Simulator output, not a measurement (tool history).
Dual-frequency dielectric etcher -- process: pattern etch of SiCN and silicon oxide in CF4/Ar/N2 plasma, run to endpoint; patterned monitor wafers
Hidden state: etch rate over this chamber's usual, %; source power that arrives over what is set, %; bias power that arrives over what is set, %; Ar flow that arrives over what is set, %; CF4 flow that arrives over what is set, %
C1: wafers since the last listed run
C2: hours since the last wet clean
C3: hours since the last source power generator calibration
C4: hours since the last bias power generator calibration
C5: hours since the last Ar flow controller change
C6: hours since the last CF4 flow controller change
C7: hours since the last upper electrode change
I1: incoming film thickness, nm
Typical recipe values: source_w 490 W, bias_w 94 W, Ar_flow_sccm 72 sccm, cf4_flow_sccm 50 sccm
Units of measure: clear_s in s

Run 1, hour 0: usual settings but source_w 410 W; C1 0; C2 4.5; C3 425.9; C4 147.7; C5 320.6; C6 2197.3; C7 945.1; I1 11.94. Result: clear_s 14 s.
Run 2, hour 39: usual settings; C1 478; C2 43.5; C3 464.9; C4 186.7; C5 359.6; C6 2236.3; C7 984.1; I1 11.99. Result: clear_s 11.7 s.
Run 3, hour 94.3: usual settings but source_w 380 W, Ar_flow_sccm 61 sccm; C1 679; C2 98.8; C3 520.2; C4 242; C5 414.9; C6 2291.6; C7 1039.4; I1 11.96. Result: clear_s 14.9 s.
Run 4, hour 146.2: usual settings but source_w 450 W, Ar_flow_sccm 83 sccm; C1 637; C2 150.7; C3 572.1; C4 293.9; C5 466.8; C6 2343.5; C7 1091.3; I1 11.9. Result: clear_s 12.9 s.
Run 5, hour 238.7: usual settings; C1 1135; C2 243.2; C3 664.6; C4 386.4; C5 559.3; C6 2436; C7 1183.8; I1 11.92. Result: clear_s 11.8 s.
Run 6, hour 316.8: usual settings but source_w 570 W, bias_w 81 W, Ar_flow_sccm 60 sccm, cf4_flow_sccm 42 sccm; C1 959; C2 321.3; C3 742.7; C4 464.5; C5 637.4; C6 2514.1; C7 1261.9; I1 11.9. Result: clear_s 10.9 s.
Run 7, hour 422.9: usual settings; C1 1302; C2 427.4; C3 848.8; C4 570.6; C5 743.5; C6 2620.2; C7 1368; I1 11.79. Result: clear_s 11.7 s.
Run 8, hour 528.5: usual settings but source_w 380 W, Ar_flow_sccm 87 sccm, cf4_flow_sccm 59 sccm; C1 1296; C2 533; C3 954.4; C4 676.2; C5 849.1; C6 2725.8; C7 1473.6; I1 12.03. Result: clear_s 15.5 s.
At hour 645.8: wet clean of the chamber.
At hour 651.1: CF4 flow controller replaced.
Run 9, hour 651.6: usual settings but Ar_flow_sccm 62 sccm; C1 1151; C2 5.8; C3 1077.5; C4 799.3; C5 972.2; C6 0.5; C7 1596.7; I1 12.05. Result: clear_s 11.9 s.
Run 10, hour 683.3: usual settings but bias_w 112 W, cf4_flow_sccm 58 sccm; C1 389; C2 37.5; C3 1109.2; C4 831; C5 1003.9; C6 32.2; C7 1628.4; I1 12.07. Result: clear_s 11.1 s.
Run 11, hour 844.3: usual settings; C1 1976; C2 198.5; C3 1270.2; C4 992; C5 1164.9; C6 193.2; C7 1789.4; I1 12.05. Result: clear_s 12.1 s.
Run 12, hour 883.2: usual settings but source_w 570 W, Ar_flow_sccm 59 sccm; C1 477; C2 237.4; C3 1309.1; C4 1030.9; C5 1203.8; C6 232.1; C7 1828.3; I1 11.94. Result: clear_s 10.2 s.
Run 13, hour 922.8: usual settings but source_w 600 W, bias_w 78 W, Ar_flow_sccm 65 sccm, cf4_flow_sccm 41 sccm; C1 486; C2 277; C3 1348.7; C4 1070.5; C5 1243.4; C6 271.7; C7 1867.9; I1 12.05. Result: clear_s 11.1 s.
Run 14, hour 984.9: usual settings but Ar_flow_sccm 76 sccm, cf4_flow_sccm 56 sccm; C1 762; C2 339.1; C3 1410.8; C4 1132.6; C5 1305.5; C6 333.8; C7 1930; I1 11.87. Result: clear_s 11.9 s.
Run 15, hour 1060.2: usual settings but bias_w 105 W, Ar_flow_sccm 54 sccm; C1 924; C2 414.4; C3 1486.1; C4 1207.9; C5 1380.8; C6 409.1; C7 2005.3; I1 11.96. Result: clear_s 11.3 s.
Run 16, hour 1126.7: usual settings; C1 816; C2 480.9; C3 1552.6; C4 1274.4; C5 1447.3; C6 475.6; C7 2071.8; I1 12.05. Result: clear_s 12.2 s.
At hour 1174.3: source power generator calibrated.
Run 17, hour 1194.4: usual settings but source_w 370 W, bias_w 110 W, Ar_flow_sccm 54 sccm, cf4_flow_sccm 58 sccm; C1 782; C2 548.6; C3 20.1; C4 1342.1; C5 1515; C6 543.3; C7 2139.5; I1 12.02. Result: clear_s 13.6 s.
Run 18, hour 1230.6: usual settings but source_w 580 W, cf4_flow_sccm 40 sccm; C1 444; C2 584.8; C3 56.3; C4 1378.3; C5 1551.2; C6 579.5; C7 2175.7; I1 11.99. Result: clear_s 10.3 s.
Run 19, hour 1329.1: usual settings; C1 1209; C2 683.3; C3 154.8; C4 1476.8; C5 1649.7; C6 678; C7 2274.2; I1 11.9. Result: clear_s 11.5 s.
Run 20, hour 1413: usual settings but source_w 610 W, Ar_flow_sccm 86 sccm; C1 1030; C2 767.2; C3 238.7; C4 1560.7; C5 1733.6; C6 761.9; C7 2358.1; I1 12.05. Result: clear_s 9.6 s.
At hour 1440.7: wet clean of the chamber.
At hour 1447.7: bias power generator calibrated.
Run 21, hour 1513.9: usual settings but source_w 450 W, Ar_flow_sccm 83 sccm; C1 895; C2 73.2; C3 339.6; C4 66.2; C5 1834.5; C6 862.8; C7 2459; I1 12.15. Result: clear_s 13.2 s.
Run 22, hour 1566.5: usual settings but bias_w 100 W; C1 645; C2 125.8; C3 392.2; C4 118.8; C5 1887.1; C6 915.4; C7 2511.6; I1 11.86. Result: clear_s 11.3 s.
Run 23, hour 1619.7: usual settings but source_w 370 W, bias_w 108 W, cf4_flow_sccm 55 sccm; C1 653; C2 179; C3 445.4; C4 172; C5 1940.3; C6 968.6; C7 2564.8; I1 12.04. Result: clear_s 14.6 s.

5 ways to go on from here, each from the tool as it stands after run 23. What would each give?
Run A, hour 1620.1: usual settings; C1 4; C2 179.4; C3 445.8; C4 172.4; C5 1940.7; C6 969; C7 2565.2; I1 12.17. Result: clear_s ?.
Run B, hour 1620.1: usual settings but cf4_flow_sccm 39 sccm; C1 4; C2 179.4; C3 445.8; C4 172.4; C5 1940.7; C6 969; C7 2565.2; I1 12.17. Result: clear_s ?.
Run C, hour 1620.1: usual settings but source_w 610 W, bias_w 103 W, Ar_flow_sccm 86 sccm, cf4_flow_sccm 54 sccm; C1 4; C2 179.4; C3 445.8; C4 172.4; C5 1940.7; C6 969; C7 2565.2; I1 12.17. Result: clear_s ?.
Run D, hour 1620.1: usual settings but source_w 600 W, bias_w 75 W, Ar_flow_sccm 84 sccm; C1 4; C2 179.4; C3 445.8; C4 172.4; C5 1940.7; C6 969; C7 2565.2; I1 12.17. Result: clear_s ?.
Run E, hour 1620.1: usual settings but source_w 390 W, bias_w 70 W, Ar_flow_sccm 87 sccm, cf4_flow_sccm 54 sccm; C1 4; C2 179.4; C3 445.8; C4 172.4; C5 1940.7; C6 969; C7 2565.2; I1 12.17. Result: clear_s ?.

run  clear_s
  A       12
  B     12.5
  C      9.4
  D       11
  E     17.3
Without the tool's hidden state the same runs would have given:
run  clear_s
  A     11.8
  B     12.3
  C      9.3
  D     10.9
  E       17
